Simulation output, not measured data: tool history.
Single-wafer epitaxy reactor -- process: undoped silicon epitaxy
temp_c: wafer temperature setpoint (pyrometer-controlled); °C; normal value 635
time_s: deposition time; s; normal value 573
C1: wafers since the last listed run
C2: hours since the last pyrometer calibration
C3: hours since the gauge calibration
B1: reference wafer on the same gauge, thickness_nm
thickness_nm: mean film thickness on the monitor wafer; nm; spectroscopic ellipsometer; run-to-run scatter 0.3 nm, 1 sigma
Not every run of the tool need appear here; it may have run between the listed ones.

Run 1, hour 0: usual settings; C1 0; C2 1264.7; C3 462.3; B1 75.361. Result: thickness_nm 62.66 nm.
Run 2, hour 18.2: usual settings; C1 50; C2 1282.9; C3 480.5; B1 75.395. Result: thickness_nm 62.837 nm.
Run 3, hour 48.6: usual settings; C1 83; C2 1313.3; C3 510.9; B1 75.537. Result: thickness_nm 63.258 nm.
Run 4, hour 84.2: usual settings; C1 98; C2 1348.9; C3 546.5; B1 75.538. Result: thickness_nm 63.023 nm.
Run 5, hour 105.9: usual settings; C1 59; C2 1370.6; C3 568.2; B1 75.656. Result: thickness_nm 63.59 nm.
Run 6, hour 137.4: usual settings; C1 86; C2 1402.1; C3 599.7; B1 75.566. Result: thickness_nm 62.924 nm.
Run 7, hour 157.4: usual settings; C1 55; C2 1422.1; C3 619.7; B1 75.582. Result: thickness_nm 63.108 nm.
Run 8, hour 185: usual settings; C1 76; C2 1449.7; C3 647.3; B1 75.656. Result: thickness_nm 62.918 nm.
Run 9, hour 197.9: usual settings; C1 35; C2 1462.6; C3 660.2; B1 75.681. Result: thickness_nm 63.241 nm.
Run 10, hour 210: usual settings but temp_c 625 °C, time_s 507 s; C1 33; C2 1474.7; C3 672.3; B1 75.74. Result: thickness_nm 43.042 nm.
Run 11, hour 234.7: usual settings but temp_c 625 °C, time_s 507 s; C1 68; C2 1499.4; C3 697; B1 75.655. Result: thickness_nm 43.379 nm.
Run 12, hour 260.7: usual settings but temp_c 639 °C, time_s 641 s; C1 71; C2 1525.4; C3 723; B1 75.776. Result: thickness_nm 78.025 nm.
Run 13, hour 283.3: usual settings but temp_c 639 °C, time_s 641 s; C1 62; C2 1548; C3 745.6; B1 75.723. Result: thickness_nm 78.124 nm.
Run 14, hour 307.1: usual settings but time_s 615 s; C1 65; C2 1571.8; C3 769.4; B1 75.795. Result: thickness_nm 68.501 nm.
Run 15, hour 330.3: usual settings but temp_c 646 °C; C1 64; C2 1595; C3 792.6; B1 75.811. Result: thickness_nm 84.301 nm.
Run 16, hour 348.3: usual settings but temp_c 626 °C, time_s 621 s; C1 49; C2 1613; C3 810.6; B1 75.776. Result: thickness_nm 54.121 nm.
Run 17, hour 379.5: usual settings but temp_c 625 °C, time_s 507 s; C1 86; C2 1644.2; C3 841.8; B1 75.793. Result: thickness_nm 43.243 nm.
At hour 391.2: pyrometer calibrated.
Run 18, hour 397: usual settings; C1 26; C2 5.8; C3 859.3; B1 75.803. Result: thickness_nm 62.901 nm.
Run 19, hour 411: usual settings but time_s 683 s; C1 38; C2 19.8; C3 873.3; B1 75.83. Result: thickness_nm 75.368 nm.
Run 20, hour 435.3: usual settings but temp_c 645 °C; C1 67; C2 44.1; C3 897.6; B1 75.872. Result: thickness_nm 81.899 nm.
Run 21, hour 459.8: usual settings; C1 67; C2 68.6; C3 922.1; B1 75.841. Result: thickness_nm 63.808 nm.
Run 22, hour 490.5: usual settings but temp_c 621 °C, time_s 489 s; C1 84; C2 99.3; C3 952.8; B1 75.895. Result: thickness_nm 37.456 nm.
At hour 495.8: gauge calibrated.
Run 23, hour 526.2: usual settings but temp_c 625 °C; C1 98; C2 135; C3 30.4; B1 73.351. Result: thickness_nm 47.519 nm.
Run 24, hour 541.7: usual settings but temp_c 628 °C, time_s 607 s; C1 42; C2 150.5; C3 45.9; B1 73.458. Result: thickness_nm 54.46 nm.
Run 25, hour 647.1: usual settings but temp_c 623 °C, time_s 512 s; C1 290; C2 255.9; C3 151.3; B1 74.114. Result: thickness_nm 40.462 nm.
Run 26, hour 666.9: usual settings; C1 54; C2 275.7; C3 171.1; B1 74.29. Result: thickness_nm 61.694 nm.
Run 27, hour 699.8: usual settings but time_s 484 s; C1 90; C2 308.6; C3 204; B1 74.421. Result: thickness_nm 51.824 nm.
Run 28, hour 730.4: usual settings but time_s 490 s; C1 84; C2 339.2; C3 234.6; B1 74.557. Result: thickness_nm 53.234 nm.
Run 29, hour 806: usual settings but temp_c 644 °C; C1 208; C2 414.8; C3 310.2; B1 74.815. Result: thickness_nm 79.167 nm.

Each row is a separate what-if for the run after 29, all from the same tool condition, not one after another. Results?
Run A, hour 806.6: usual settings; C1 1; C2 415.4; C3 310.8; B1 ?. Result: thickness_nm ?.
Run B, hour 806.6: usual settings but temp_c 642 °C; C1 1; C2 415.4; C3 310.8; B1 ?. Result: thickness_nm ?.
Run C, hour 806.6: usual settings but temp_c 642 °C, time_s 521 s; C1 1; C2 415.4; C3 310.8; B1 ?. Result: thickness_nm ?.

run      B1  thickness_nm
  A  74.783        62.455
  B  74.783         74.63
  C  74.783        67.858
The same runs, with their run-to-run variation unchanged, on a tool lacking any hidden condition would have given:
run  thickness_nm
  A        61.096
  B        73.006
  C         66.38
